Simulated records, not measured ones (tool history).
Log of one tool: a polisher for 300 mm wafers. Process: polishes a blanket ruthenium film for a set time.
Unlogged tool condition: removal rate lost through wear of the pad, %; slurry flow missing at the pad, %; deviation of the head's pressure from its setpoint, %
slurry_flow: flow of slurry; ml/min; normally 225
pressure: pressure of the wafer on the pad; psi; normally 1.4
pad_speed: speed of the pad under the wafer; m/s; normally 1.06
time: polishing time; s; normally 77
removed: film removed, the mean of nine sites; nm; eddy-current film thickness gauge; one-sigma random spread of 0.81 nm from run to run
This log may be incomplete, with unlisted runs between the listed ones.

| run | day | slurry_flow | pressure | pad_speed | time | wafers since the last listed run | wafers polished on this pad | hours since the slurry nozzle was cleaned | hours since the head pressure was calibrated | incoming thickness of the incoming film, nm | removed |
|---|---|---|---|---|---|---|---|---|---|---|---|
| 1 | 0.000 | 225 | 1.4 | 0.98 | 77 | 0 | 311 | 356.8 | 313.9 | 277.0 | 62.1 |
| 2 | 1.558 | 225 | 1.4 | 1.06 | 84 | 370 | 682 | 394.2 | 351.3 | 276.6 | 73.3 |
| 3 | 3.421 | 225 | 1.4 | 1.06 | 84 | 443 | 1125 | 438.9 | 396.0 | 277.7 | 72.0 |
| 4 | 6.912 | 225 | 1.4 | 1.06 | 84 | 831 | 1956 | 522.7 | 479.8 | 280.2 | 72.1 |
| 5 | 11.067 | 225 | 1.4 | 1.06 | 77 | 988 | 2945 | 622.4 | 579.5 | 280.9 | 64.2 |
|  | 17.675 | slurry nozzle cleaned |
| 6 | 23.000 | 225 | 1.4 | 1.06 | 77 | 2830 | 5775 | 127.8 | 865.9 | 278.7 | 63.6 |
| 7 | 26.508 | 225 | 1.4 | 0.84 | 77 | 834 | 6610 | 212.0 | 950.1 | 280.2 | 50.4 |
|  | 28.042 | worn pad replaced by a new one |
| 8 | 28.575 | 225 | 1.4 | 0.84 | 77 | 452 | 126 | 261.6 | 999.7 | 284.4 | 54.9 |
| 9 | 31.175 | 225 | 1.4 | 1.06 | 77 | 618 | 745 | 324.0 | 1062.1 | 281.8 | 68.2 |
| 10 | 33.525 | 225 | 1.4 | 1.06 | 77 | 559 | 1305 | 380.4 | 1118.5 | 279.3 | 67.4 |
| 11 | 35.717 | 225 | 1.4 | 1.06 | 77 | 521 | 1826 | 433.0 | 1171.1 | 283.1 | 67.6 |
|  | 36.583 | head pressure recalibrated |
| 12 | 43.021 | 225 | 1.4 | 1.06 | 77 | 1718 | 3545 | 608.3 | 154.5 | 278.7 | 64.6 |
| 13 | 46.267 | 225 | 1.4 | 1.06 | 77 | 772 | 4317 | 686.2 | 232.4 | 274.6 | 63.5 |
| 14 | 48.021 | 225 | 1.4 | 1.06 | 77 | 417 | 4735 | 728.3 | 274.5 | 281.7 | 64.0 |
|  | 51.133 | slurry nozzle cleaned |
| 15 | 51.254 | 225 | 1.0 | 1.06 | 77 | 759 | 5494 | 2.9 | 352.1 | 277.9 | 52.6 |
| 16 | 54.842 | 225 | 1.4 | 1.06 | 77 | 853 | 6348 | 89.0 | 438.2 | 277.3 | 66.3 |
| 17 | 57.754 | 225 | 1.4 | 1.16 | 77 | 693 | 7041 | 158.9 | 508.1 | 276.0 | 69.4 |
|  | 59.300 | worn pad replaced by a new one |
| 18 | 60.871 | 225 | 1.5 | 0.86 | 56 | 702 | 373 | 233.7 | 582.9 | 279.9 | 42.5 |
| 19 | 64.617 | 225 | 1.4 | 1.06 | 77 | 891 | 1265 | 323.6 | 672.8 | 282.7 | 66.8 |
| 20 | 66.683 | 225 | 1.4 | 0.94 | 61 | 491 | 1757 | 373.2 | 722.4 | 281.8 | 46.9 |
| 21 | 76.171 | 225 | 1.4 | 1.06 | 77 | 2258 | 4015 | 600.9 | 950.1 | 280.6 | 64.0 |
| 22 | 77.904 | 290 | 0.9 | 1.06 | 67 | 412 | 4427 | 642.5 | 991.7 | 284.3 | 42.1 |
| 23 | 79.679 | 225 | 1.5 | 1.06 | 77 | 422 | 4850 | 685.1 | 1034.3 | 282.7 | 68.8 |
| 24 | 81.692 | 225 | 1.4 | 1.06 | 77 | 478 | 5329 | 733.4 | 1082.6 | 277.9 | 63.7 |
|  | 84.329 | slurry nozzle cleaned |
| 25 | 85.233 | 160 | 1.4 | 0.84 | 77 | 833 | 6162 | 21.7 | 1167.6 | 277.4 | 50.2 |
| 26 | 88.158 | 225 | 1.4 | 1.06 | 77 | 696 | 6858 | 91.9 | 1237.8 | 277.2 | 64.5 |
|  | 94.050 | head pressure recalibrated |
|  | 94.667 | worn pad replaced by a new one |
| 27 | 100.875 | 255 | 1.1 | 0.74 | 84 | 2967 | 1477 | 397.1 | 163.8 | 282.1 | 43.9 |
| 28 | 102.733 | 225 | 1.4 | 1.06 | 77 | 442 | 1920 | 441.7 | 208.4 | 278.4 | 66.4 |
| 29 | 105.338 | 225 | 1.2 | 1.06 | 77 | 619 | 2540 | 504.2 | 270.9 | 282.0 | 59.1 |
| 30 | 109.517 | 295 | 1.4 | 1.06 | 94 | 994 | 3534 | 604.5 | 371.2 | 281.4 | 83.3 |
| 31 | 113.042 | 200 | 1.7 | 1.38 | 77 | 838 | 4373 | 689.1 | 455.8 | 282.3 | 95.4 |
| 32 | 115.025 | 245 | 1.4 | 1.32 | 77 | 472 | 4845 | 736.7 | 503.4 | 279.8 | 80.5 |
|  | 117.112 | slurry nozzle cleaned |
| 33 | 119.488 | 225 | 1.4 | 1.06 | 77 | 1052 | 5897 | 57.0 | 610.5 | 280.2 | 65.9 |
| 34 | 121.979 | 225 | 1.4 | 1.42 | 91 | 593 | 6490 | 116.8 | 670.3 | 281.0 | 100.6 |
| 35 | 125.550 | 190 | 1.4 | 1.06 | 77 | 849 | 7340 | 202.5 | 756.0 | 280.5 | 60.5 |
|  | 127.046 | worn pad replaced by a new one |
| 36 | 129.942 | 225 | 1.1 | 1.06 | 91 | 1005 | 688 | 307.9 | 861.4 | 280.0 | 68.1 |
| 37 | 132.754 | 160 | 1.2 | 0.70 | 77 | 669 | 1358 | 375.4 | 928.9 | 276.6 | 36.8 |
| 38 | 135.796 | 225 | 1.4 | 1.06 | 77 | 723 | 2082 | 448.4 | 1001.9 | 283.3 | 67.2 |

Measured minus without-hidden-state, run by run (identical run-to-run variation in each term; gauge scatter may differ):
| run | removed |
|---|---|
| 1 | -3.9 |
| 2 | -5.1 |
| 3 | -5.6 |
| 4 | -6.7 |
| 5 | -7.0 |
| 6 | -7.1 |
| 7 | -6.8 |
| 8 | -2.2 |
| 9 | -3.6 |
| 10 | -4.4 |
| 11 | -5.0 |
| 12 | -6.7 |
| 13 | -7.4 |
| 14 | -7.9 |
| 15 | -4.0 |
| 16 | -6.7 |
| 17 | -8.3 |
| 18 | -1.7 |
| 19 | -3.9 |
| 20 | -3.2 |
| 21 | -6.9 |
| 22 | -4.4 |
| 23 | -8.4 |
| 24 | -8.3 |
| 25 | -4.7 |
| 26 | -7.1 |
| 27 | -3.0 |
| 28 | -5.5 |
| 29 | -5.5 |
| 30 | -8.0 |
| 31 | -12.6 |
| 32 | -10.2 |
| 33 | -6.2 |
| 34 | -11.2 |
| 35 | -8.5 |
| 36 | -3.3 |
| 37 | -3.0 |
| 38 | -5.1 |

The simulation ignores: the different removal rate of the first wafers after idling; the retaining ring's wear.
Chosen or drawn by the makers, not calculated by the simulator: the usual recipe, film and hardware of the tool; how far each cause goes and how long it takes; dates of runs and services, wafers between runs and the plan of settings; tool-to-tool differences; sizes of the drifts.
